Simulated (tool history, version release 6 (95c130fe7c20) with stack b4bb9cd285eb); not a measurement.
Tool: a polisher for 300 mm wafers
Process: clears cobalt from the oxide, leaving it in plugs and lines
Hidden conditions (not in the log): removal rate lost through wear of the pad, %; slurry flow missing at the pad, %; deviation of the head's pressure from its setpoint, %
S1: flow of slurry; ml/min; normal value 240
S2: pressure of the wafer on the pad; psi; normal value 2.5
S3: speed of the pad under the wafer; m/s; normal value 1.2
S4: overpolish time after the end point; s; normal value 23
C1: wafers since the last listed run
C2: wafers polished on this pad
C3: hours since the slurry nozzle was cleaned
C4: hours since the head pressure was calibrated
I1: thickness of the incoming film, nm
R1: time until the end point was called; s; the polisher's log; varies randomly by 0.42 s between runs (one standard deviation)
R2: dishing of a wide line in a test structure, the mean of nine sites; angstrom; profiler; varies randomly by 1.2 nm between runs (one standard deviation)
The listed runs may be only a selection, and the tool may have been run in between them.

| run | hour | S1 | S2 | S3 | S4 | C1 | C2 | C3 | C4 | I1 | R1 | R2 |
|---|---|---|---|---|---|---|---|---|---|---|---|---|
| 1 | 0 | 240 | 2.5 | 1.2 | 23 | 0 | 4541 | 83.8 | 1542.1 | 222 | 36.8 | 533 |
| 2 | 26.2 | 240 | 2.5 | 1.2 | 23 | 354 | 4895 | 110 | 1568.3 | 218.1 | 35.2 | 523 |
|  | 38.3 | head pressure recalibrated |
| 3 | 94 | 240 | 2.5 | 1.2 | 23 | 890 | 5786 | 177.8 | 55.7 | 223.2 | 39 | 526 |
|  | 142.1 | worn pad replaced by a new one |
| 4 | 148.1 | 240 | 2.5 | 1.2 | 23 | 678 | 81 | 231.9 | 109.8 | 223.5 | 35.1 | 550 |
| 5 | 204.4 | 240 | 2.5 | 1.2 | 23 | 762 | 843 | 288.2 | 166.1 | 221.5 | 35.1 | 530 |
| 6 | 235.6 | 240 | 2.5 | 1.2 | 15 | 422 | 1265 | 319.4 | 197.3 | 217.7 | 34.3 | 496 |
| 7 | 295.7 | 240 | 2.5 | 1.2 | 15 | 813 | 2079 | 379.5 | 257.4 | 222.5 | 36 | 468 |
| 8 | 331.5 | 240 | 2.5 | 1.2 | 15 | 484 | 2563 | 415.3 | 293.2 | 222.1 | 36.7 | 478 |
| 9 | 360.3 | 240 | 2.5 | 1.5 | 23 | 389 | 2953 | 444.1 | 322 | 219.6 | 28.7 | 543 |
| 10 | 405.6 | 240 | 2.5 | 1.5 | 23 | 613 | 3566 | 489.4 | 367.3 | 217.2 | 29.5 | 538 |
| 11 | 446.9 | 240 | 2.2 | 1.52 | 23 | 558 | 4125 | 530.7 | 408.6 | 219.4 | 32.3 | 542 |
| 12 | 507.6 | 315 | 2.2 | 0.82 | 23 | 821 | 4947 | 591.4 | 469.3 | 220.4 | 59.8 | 447 |
| 13 | 570.7 | 240 | 2.5 | 1.2 | 23 | 854 | 5801 | 654.5 | 532.4 | 218.2 | 39.5 | 535 |
|  | 605.9 | worn pad replaced by a new one |
| 14 | 628.4 | 310 | 1.6 | 0.96 | 36 | 726 | 303 | 712.2 | 590.1 | 219.5 | 60.3 | 539 |
| 15 | 656.8 | 240 | 2.5 | 1.2 | 23 | 384 | 688 | 740.6 | 618.5 | 220.9 | 36.7 | 511 |
| 16 | 697.1 | 240 | 2.5 | 1.2 | 10 | 545 | 1233 | 780.9 | 658.8 | 217.6 | 36.6 | 400 |
| 17 | 722 | 240 | 2.5 | 1.1 | 23 | 337 | 1570 | 805.8 | 683.7 | 223.6 | 41.3 | 526 |
|  | 783.2 | slurry nozzle cleaned |
| 18 | 784.3 | 240 | 2.5 | 1.2 | 23 | 829 | 2400 | 1.1 | 746 | 219 | 33.4 | 552 |
| 19 | 853.8 | 240 | 3.3 | 1.32 | 23 | 940 | 3341 | 70.6 | 815.5 | 222.7 | 25.3 | 567 |
|  | 1024.2 | worn pad replaced by a new one |
| 20 | 1058.2 | 240 | 2.5 | 1.2 | 23 | 2712 | 460 | 275 | 1019.9 | 219.1 | 35.1 | 527 |
| 21 | 1091.5 | 240 | 2.5 | 1.2 | 23 | 450 | 910 | 308.3 | 1053.2 | 217 | 35.3 | 516 |
| 22 | 1152.9 | 240 | 2.5 | 1.2 | 23 | 831 | 1741 | 369.7 | 1114.6 | 221.8 | 36.5 | 526 |
| 23 | 1192.6 | 215 | 1.8 | 0.86 | 17 | 537 | 2279 | 409.4 | 1154.3 | 218.6 | 65 | 392 |

For run 24, what comes out?
| 24 | 1230.3 | 240 | 2.5 | 1.5 | 23 | 510 | 2789 | 447.1 | 1192 | 221.9 | ? | ? |

R1: 29 s
R2: 545 angstrom
Take away the tool's hidden state, keep the run-to-run variation as it was, and the same run would have given R1 26.2 s, R2 550 angstrom.
